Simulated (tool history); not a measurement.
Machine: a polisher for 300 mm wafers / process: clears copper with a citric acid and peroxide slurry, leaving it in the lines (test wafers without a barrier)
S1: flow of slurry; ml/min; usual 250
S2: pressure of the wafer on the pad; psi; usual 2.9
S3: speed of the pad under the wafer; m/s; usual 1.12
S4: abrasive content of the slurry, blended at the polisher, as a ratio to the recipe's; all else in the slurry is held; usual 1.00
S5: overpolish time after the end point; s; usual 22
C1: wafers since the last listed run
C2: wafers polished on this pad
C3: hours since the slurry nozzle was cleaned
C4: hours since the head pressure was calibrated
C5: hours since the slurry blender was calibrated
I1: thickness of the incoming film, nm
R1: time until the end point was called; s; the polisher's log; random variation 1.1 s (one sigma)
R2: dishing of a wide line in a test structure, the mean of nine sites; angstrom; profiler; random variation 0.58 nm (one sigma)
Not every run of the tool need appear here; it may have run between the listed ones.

| run | hour | S1 | S2 | S3 | S4 | S5 | C1 | C2 | C3 | C4 | C5 | I1 | R1 | R2 |
|---|---|---|---|---|---|---|---|---|---|---|---|---|---|---|
| 1 | 0.0 | 250 | 2.9 | 1.12 | 1.00 | 22 | 0 | 712 | 319.2 | 276.2 | 10.5 | 334.4 | 125.3 | 387 |
| 2 | 67.7 | 250 | 2.9 | 1.12 | 1.00 | 22 | 458 | 1171 | 386.9 | 343.9 | 78.2 | 328.8 | 124.3 | 388 |
| 3 | 95.6 | 250 | 2.9 | 1.12 | 1.00 | 22 | 189 | 1360 | 414.8 | 371.8 | 106.1 | 330.5 | 122.9 | 385 |
| 4 | 128.0 | 250 | 2.9 | 1.12 | 1.10 | 22 | 219 | 1579 | 447.2 | 404.2 | 138.5 | 334.5 | 125.2 | 401 |
| 5 | 192.4 | 250 | 2.9 | 1.12 | 1.10 | 22 | 436 | 2016 | 511.6 | 468.6 | 202.9 | 330.5 | 126.4 | 391 |
| 6 | 243.4 | 250 | 2.9 | 1.12 | 1.10 | 22 | 345 | 2362 | 562.6 | 519.6 | 253.9 | 331.3 | 125.8 | 392 |
|  | 265.1 | worn pad replaced by a new one |
|  | 299.5 | slurry nozzle cleaned |
| 7 | 309.8 | 250 | 2.9 | 1.12 | 1.00 | 22 | 416 | 296 | 10.3 | 586.0 | 320.3 | 330.3 | 121.5 | 405 |
|  | 354.5 | head pressure recalibrated |
| 8 | 363.3 | 250 | 2.9 | 1.12 | 1.00 | 22 | 349 | 645 | 63.8 | 8.8 | 373.8 | 333.3 | 122.4 | 397 |
| 9 | 391.6 | 250 | 2.9 | 1.12 | 1.00 | 22 | 191 | 836 | 92.1 | 37.1 | 402.1 | 324.2 | 118.5 | 403 |
|  | 402.1 | slurry blender recalibrated |
| 10 | 430.2 | 250 | 2.5 | 1.12 | 1.00 | 30 | 248 | 1085 | 130.7 | 75.7 | 28.1 | 325.8 | 138.2 | 447 |
| 11 | 482.1 | 250 | 2.5 | 1.12 | 1.00 | 30 | 351 | 1436 | 182.6 | 127.6 | 80.0 | 331.7 | 141.9 | 460 |
| 12 | 548.5 | 250 | 2.3 | 0.82 | 0.80 | 22 | 450 | 1886 | 249.0 | 194.0 | 146.4 | 327.3 | 197.5 | 256 |
|  | 592.5 | worn pad replaced by a new one |
| 13 | 614.7 | 250 | 2.9 | 1.12 | 1.00 | 22 | 421 | 150 | 315.2 | 260.2 | 212.6 | 334.1 | 125.8 | 402 |
| 14 | 645.2 | 250 | 2.9 | 1.12 | 1.00 | 11 | 206 | 357 | 345.7 | 290.7 | 243.1 | 330.4 | 124.4 | 215 |
| 15 | 672.4 | 250 | 2.9 | 0.82 | 1.10 | 10 | 184 | 541 | 372.9 | 317.9 | 270.3 | 333.0 | 159.2 | 158 |
| 16 | 699.0 | 195 | 3.6 | 0.86 | 1.00 | 10 | 180 | 721 | 399.5 | 344.5 | 296.9 | 327.8 | 127.6 | 190 |
| 17 | 735.0 | 335 | 3.7 | 0.84 | 1.00 | 22 | 244 | 965 | 435.5 | 380.5 | 332.9 | 334.2 | 118.7 | 426 |
|  | 792.2 | slurry blender recalibrated |
| 18 | 802.0 | 250 | 2.9 | 1.00 | 1.00 | 22 | 440 | 1406 | 502.5 | 447.5 | 9.8 | 328.4 | 134.6 | 359 |
| 19 | 838.3 | 250 | 2.9 | 1.12 | 1.00 | 22 | 246 | 1652 | 538.8 | 483.8 | 46.1 | 329.9 | 123.2 | 392 |
| 20 | 901.9 | 225 | 2.9 | 1.12 | 1.00 | 22 | 431 | 2083 | 602.4 | 547.4 | 109.7 | 326.9 | 127.2 | 389 |
| 21 | 937.7 | 250 | 2.9 | 1.46 | 0.75 | 22 | 242 | 2326 | 638.2 | 583.2 | 145.5 | 330.4 | 107.0 | 463 |
|  | 952.9 | head pressure recalibrated |
| 22 | 968.2 | 250 | 2.0 | 1.12 | 1.00 | 22 | 193 | 2519 | 668.7 | 15.3 | 176.0 | 332.0 | 185.0 | 271 |
|  | 974.1 | slurry nozzle cleaned |
|  | 976.4 | worn pad replaced by a new one |
| 23 | 1094.3 | 250 | 3.4 | 1.46 | 1.20 | 32 | 831 | 798 | 120.2 | 141.4 | 302.1 | 329.5 | 81.2 | 771 |
| 24 | 1157.5 | 250 | 2.9 | 1.12 | 0.75 | 35 | 428 | 1227 | 183.4 | 204.6 | 365.3 | 333.4 | 126.9 | 562 |
| 25 | 1206.2 | 250 | 3.4 | 0.82 | 1.00 | 32 | 330 | 1557 | 232.1 | 253.3 | 414.0 | 329.6 | 133.2 | 515 |
|  | 1229.3 | slurry blender recalibrated |
|  | 1320.0 | worn pad replaced by a new one |
| 26 | 1375.2 | 250 | 2.9 | 1.12 | 1.00 | 22 | 1104 | 374 | 401.1 | 422.3 | 145.9 | 325.8 | 123.4 | 395 |
| 27 | 1414.1 | 295 | 2.9 | 1.12 | 0.85 | 35 | 263 | 638 | 440.0 | 461.2 | 184.8 | 332.6 | 126.4 | 581 |

State the hidden condition of the tool at each of the runs:
removal rate lost through wear of the pad, %: 0 on each run
deviation of the head's pressure from its setpoint, %: 0 on each run
abrasive missing from the slurry, %: 0 on each run
H1: slurry flow missing at the pad, %
| run | H1 |
|---|---|
| 1 | 26.3 |
| 2 | 30.6 |
| 3 | 32.4 |
| 4 | 34.5 |
| 5 | 38.6 |
| 6 | 41.9 |
| 7 | 1.71 |
| 8 | 5.14 |
| 9 | 6.96 |
| 10 | 9.44 |
| 11 | 12.8 |
| 12 | 17 |
| 13 | 21.3 |
| 14 | 23.2 |
| 15 | 25 |
| 16 | 26.7 |
| 17 | 29 |
| 18 | 33.3 |
| 19 | 35.6 |
| 20 | 39.7 |
| 21 | 42 |
| 22 | 44 |
| 23 | 12.4 |
| 24 | 16.4 |
| 25 | 19.6 |
| 26 | 30.4 |
| 27 | 32.9 |

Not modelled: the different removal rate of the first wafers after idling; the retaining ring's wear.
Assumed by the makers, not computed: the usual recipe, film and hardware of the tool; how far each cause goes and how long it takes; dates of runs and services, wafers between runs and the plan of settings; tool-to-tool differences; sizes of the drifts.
